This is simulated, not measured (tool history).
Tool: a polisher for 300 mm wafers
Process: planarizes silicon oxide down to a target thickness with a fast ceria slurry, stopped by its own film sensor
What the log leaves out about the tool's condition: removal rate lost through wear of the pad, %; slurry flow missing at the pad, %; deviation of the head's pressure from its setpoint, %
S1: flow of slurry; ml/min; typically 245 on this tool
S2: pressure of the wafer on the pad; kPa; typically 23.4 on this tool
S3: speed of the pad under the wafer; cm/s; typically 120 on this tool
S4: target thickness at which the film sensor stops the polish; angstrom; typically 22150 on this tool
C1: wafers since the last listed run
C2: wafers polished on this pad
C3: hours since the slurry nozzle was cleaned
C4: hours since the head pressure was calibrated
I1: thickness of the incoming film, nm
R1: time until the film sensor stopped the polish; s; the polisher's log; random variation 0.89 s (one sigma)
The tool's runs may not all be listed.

run	hour	S1	S2	S3	S4	C1	C2	C3	C4	I1	R1
1	0.0	245	23.4	98	22150	0	1233	331.5	352.4	3850.3	84.9
# hour 35.4: worn pad replaced by a new one
2	35.9	245	17.9	120	22150	177	2	367.4	388.3	3815.9	83.2
3	67.4	245	17.9	120	22150	175	178	398.9	419.8	3827.6	84.3
4	94.9	245	23.4	120	22150	153	331	426.4	447.3	3899.3	70.1
5	108.1	245	23.4	120	22150	73	405	439.6	460.5	3849.5	69.1
6	142.8	245	20.0	120	22150	193	598	474.3	495.2	3830.0	75.9
7	167.2	245	20.0	120	22150	135	734	498.7	519.6	3871.2	80.1
8	192.7	245	29.6	120	22150	142	876	524.2	545.1	3826.3	55.6
9	215.7	245	29.6	120	22150	128	1005	547.2	568.1	3842.2	56.3
10	233.6	245	29.6	120	22150	99	1104	565.1	586.0	3906.4	58.6
11	246.9	245	23.4	136	18160	74	1178	578.4	599.3	3896.8	76.8
12	263.5	245	23.4	136	18160	92	1271	595.0	615.9	3835.5	75.8
# hour 281.6: worn pad replaced by a new one
13	345.0	245	23.4	136	18160	431	353	676.5	697.4	3808.2	73.5
14	371.4	245	23.4	120	22150	147	500	702.9	723.8	3854.3	67.9
# hour 392.1: head pressure recalibrated
15	395.0	245	23.4	120	22150	120	621	726.5	2.9	3875.4	72.9
# hour 419.6: slurry nozzle cleaned
16	423.0	245	23.4	120	22150	150	771	3.4	30.9	3834.3	71.4
17	453.1	245	23.4	96	22150	167	939	33.5	61.0	3781.5	87.1
18	477.0	205	23.4	102	22150	133	1072	57.4	84.9	3924.6	90.1
19	491.0	270	26.9	120	22150	78	1150	71.4	98.9	3831.3	62.7
# hour 507.3: worn pad replaced by a new one
20	520.5	245	23.4	120	22150	142	73	100.9	128.4	3840.7	71.0
21	546.5	200	23.4	120	22150	144	218	126.9	154.4	3929.2	75.4
22	593.0	245	23.4	94	17570	259	477	173.4	200.9	3841.0	112.2
23	624.6	245	23.4	136	22150	176	653	205.0	232.5	3857.6	61.3
24	704.9	210	21.4	120	25040	447	1101	285.3	312.8	3872.4	62.3
25	726.9	245	26.2	156	22150	122	1224	307.3	334.8	3835.6	48.3
# hour 735.6: worn pad replaced by a new one
26	759.0	220	23.4	120	22150	156	130	339.4	366.9	3858.1	68.7
27	791.6	245	23.4	120	22150	181	311	372.0	399.5	3834.8	67.2
28	812.1	245	23.4	120	22150	114	426	392.5	420.0	3887.2	70.3
29	842.6	220	23.4	120	27540	169	596	423.0	450.5	3792.7	43.8
30	877.2	185	23.4	88	22150	192	789	457.6	485.1	3892.8	96.2
31	908.2	245	23.4	148	22150	172	961	488.6	516.1	3797.7	54.0
32	937.0	245	26.2	120	23800	160	1122	517.4	544.9	3813.9	53.2
33	969.2	245	21.4	106	22150	179	1301	549.6	577.1	3861.8	83.9
# hour 994.8: worn pad replaced by a new one
34	1000.9	180	23.4	154	22150	154	33	581.3	608.8	3867.4	54.3
35	1029.2	245	29.6	120	27640	157	191	609.6	637.1	3837.3	37.2

What the log doesn't show, run by run:
removal rate lost through wear of the pad, %: 0 in every run
slurry flow missing at the pad, %: 0 in every run
H1: deviation of the head's pressure from its setpoint, %
run	H1
1	9.24
2	9.64
3	9.95
4	10.2
5	10.3
6	10.5
7	10.7
8	10.8
9	11
10	11
11	11.1
12	11.2
13	11.4
14	11.5
15	1.9
16	3.27
17	4.59
18	5.52
19	6.02
20	6.99
21	7.75
22	8.92
23	9.59
24	11
25	11.3
26	11.6
27	12
28	12.2
29	12.5
30	12.7
31	12.9
32	13.1
33	13.2
34	13.4
35	13.5

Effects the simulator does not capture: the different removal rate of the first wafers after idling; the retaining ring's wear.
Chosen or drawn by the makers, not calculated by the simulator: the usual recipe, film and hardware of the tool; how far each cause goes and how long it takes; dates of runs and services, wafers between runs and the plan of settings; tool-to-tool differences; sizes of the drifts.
